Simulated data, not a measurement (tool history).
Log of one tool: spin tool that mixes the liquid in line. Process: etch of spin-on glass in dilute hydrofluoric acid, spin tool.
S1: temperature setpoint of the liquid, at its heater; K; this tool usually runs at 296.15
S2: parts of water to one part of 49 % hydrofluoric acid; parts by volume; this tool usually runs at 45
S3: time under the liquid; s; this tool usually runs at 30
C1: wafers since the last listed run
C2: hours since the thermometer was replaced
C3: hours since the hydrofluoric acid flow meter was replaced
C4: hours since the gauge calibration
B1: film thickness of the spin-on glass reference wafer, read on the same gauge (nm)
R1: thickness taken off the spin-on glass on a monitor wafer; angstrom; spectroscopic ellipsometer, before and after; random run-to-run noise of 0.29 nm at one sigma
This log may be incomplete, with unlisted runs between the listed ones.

run 1 hour=0 | S1=296.15 S2=45 S3=30 | C1=0 C2=1498.3 C3=1791.8 C4=675.1 | B1=110 | R1=276.2
run 2 hour=28.7 | S1=296.15 S2=45 S3=30 | C1=249 C2=1527 C3=1820.5 C4=703.8 | B1=110.01 | R1=272.2
run 3 hour=56.7 | S1=296.15 S2=45 S3=30 | C1=243 C2=1555 C3=1848.5 C4=731.8 | B1=110 | R1=278.5
run 4 hour=72.2 | S1=296.15 S2=45 S3=30 | C1=134 C2=1570.5 C3=1864 C4=747.3 | B1=110 | R1=273.1
run 5 hour=91.1 | S1=296.15 S2=45 S3=30 | C1=164 C2=1589.4 C3=1882.9 C4=766.2 | B1=110.01 | R1=278.2
run 6 hour=109.4 | S1=296.15 S2=45 S3=15 | C1=159 C2=1607.7 C3=1901.2 C4=784.5 | B1=109.99 | R1=135.3
run 7 hour=133.8 | S1=296.15 S2=45 S3=15 | C1=212 C2=1632.1 C3=1925.6 C4=808.9 | B1=109.99 | R1=139.9
run 8 hour=153.3 | S1=296.15 S2=45 S3=15 | C1=169 C2=1651.6 C3=1945.1 C4=828.4 | B1=110 | R1=136.4
run 9 hour=170.6 | S1=296.15 S2=35 S3=30 | C1=150 C2=1668.9 C3=1962.4 C4=845.7 | B1=110.02 | R1=357.2
run 10 hour=201.7 | S1=297.65 S2=25 S3=45 | C1=270 C2=1700 C3=1993.5 C4=876.8 | B1=110.01 | R1=802.4
run 11 hour=231.1 | S1=296.15 S2=45 S3=30 | C1=255 C2=1729.4 C3=2022.9 C4=906.2 | B1=110 | R1=271.3
run 12 hour=263.3 | S1=298.15 S2=45 S3=30 | C1=280 C2=1761.6 C3=2055.1 C4=938.4 | B1=109.99 | R1=297.6
-- hour=268.6 hydrofluoric acid flow meter replaced
run 13 hour=282.1 | S1=298.15 S2=35 S3=30 | C1=154 C2=1780.4 C3=13.5 C4=957.2 | B1=109.98 | R1=386
run 14 hour=297.8 | S1=292.15 S2=40 S3=50 | C1=136 C2=1796.1 C3=29.2 C4=972.9 | B1=110 | R1=429.6
run 15 hour=319.9 | S1=298.15 S2=40 S3=40 | C1=192 C2=1818.2 C3=51.3 C4=995 | B1=110.01 | R1=440.1
run 16 hour=341 | S1=296.15 S2=60 S3=30 | C1=183 C2=1839.3 C3=72.4 C4=1016.1 | B1=109.99 | R1=198.9
-- hour=353.9 gauge calibrated
run 17 hour=364.5 | S1=296.15 S2=45 S3=30 | C1=204 C2=1862.8 C3=95.9 C4=10.6 | B1=110 | R1=268.3
run 18 hour=392.1 | S1=293.65 S2=45 S3=20 | C1=240 C2=1890.4 C3=123.5 C4=38.2 | B1=110 | R1=163.8
run 19 hour=411.6 | S1=296.15 S2=45 S3=25 | C1=169 C2=1909.9 C3=143 C4=57.7 | B1=109.99 | R1=221
run 20 hour=436.3 | S1=291.65 S2=35 S3=30 | C1=214 C2=1934.6 C3=167.7 C4=82.4 | B1=110 | R1=284.8
-- hour=444.5 thermometer replaced
run 21 hour=528.3 | S1=298.65 S2=35 S3=30 | C1=792 C2=83.8 C3=259.7 C4=174.4 | B1=109.99 | R1=429.5
run 22 hour=554.7 | S1=296.15 S2=45 S3=30 | C1=229 C2=110.2 C3=286.1 C4=200.8 | B1=110.01 | R1=299.7
run 23 hour=579.7 | S1=300.65 S2=45 S3=20 | C1=217 C2=135.2 C3=311.1 C4=225.8 | B1=109.99 | R1=238.4
run 24 hour=597 | S1=292.15 S2=30 S3=40 | C1=150 C2=152.5 C3=328.4 C4=243.1 | B1=110 | R1=512
run 25 hour=619.7 | S1=298.65 S2=35 S3=45 | C1=197 C2=175.2 C3=351.1 C4=265.8 | B1=109.99 | R1=636.5
run 26 hour=632.4 | S1=292.15 S2=50 S3=45 | C1=110 C2=187.9 C3=363.8 C4=278.5 | B1=110.01 | R1=336.1
run 27 hour=644.6 | S1=296.15 S2=45 S3=30 | C1=106 C2=200.1 C3=376 C4=290.7 | B1=109.99 | R1=294.3
run 28 hour=665.2 | S1=296.15 S2=25 S3=30 | C1=179 C2=220.7 C3=396.6 C4=311.3 | B1=109.99 | R1=546.7
run 29 hour=682.5 | S1=296.15 S2=30 S3=30 | C1=150 C2=238 C3=413.9 C4=328.6 | B1=109.99 | R1=452
run 30 hour=718 | S1=298.65 S2=50 S3=40 | C1=308 C2=273.5 C3=449.4 C4=364.1 | B1=110.01 | R1=389.1
run 31 hour=736.8 | S1=294.65 S2=45 S3=30 | C1=163 C2=292.3 C3=468.2 C4=382.9 | B1=110.01 | R1=278.3
run 32 hour=749.3 | S1=296.15 S2=45 S3=30 | C1=108 C2=304.8 C3=480.7 C4=395.4 | B1=109.99 | R1=289.9
run 33 hour=778.8 | S1=296.15 S2=35 S3=25 | C1=256 C2=334.3 C3=510.2 C4=424.9 | B1=110 | R1=324.4

Describe how what the log doesn't record of the tool's condition differs between the last listed run preceding each entry between runs and the first listed run following it.
From run 12 to run 13: hydrofluoric acid flow meter replaced (hour 268.6)
  liquid colder than its thermometer reads (K): 2.2 -> 2.22
  measured value less the no-hidden-state value, R1: -28.3 -> -37.5 angstrom
From run 16 to run 17: gauge calibrated (hour 353.9)
  liquid colder than its thermometer reads (K): 2.29 -> 2.32
  measured value less the no-hidden-state value, R1: -19.8 -> -27.5 angstrom
From run 20 to run 21: thermometer replaced (hour 444.5)
  liquid colder than its thermometer reads (K): 2.4 -> 0.175
  measured value less the no-hidden-state value, R1: -31.6 -> -3 angstrom

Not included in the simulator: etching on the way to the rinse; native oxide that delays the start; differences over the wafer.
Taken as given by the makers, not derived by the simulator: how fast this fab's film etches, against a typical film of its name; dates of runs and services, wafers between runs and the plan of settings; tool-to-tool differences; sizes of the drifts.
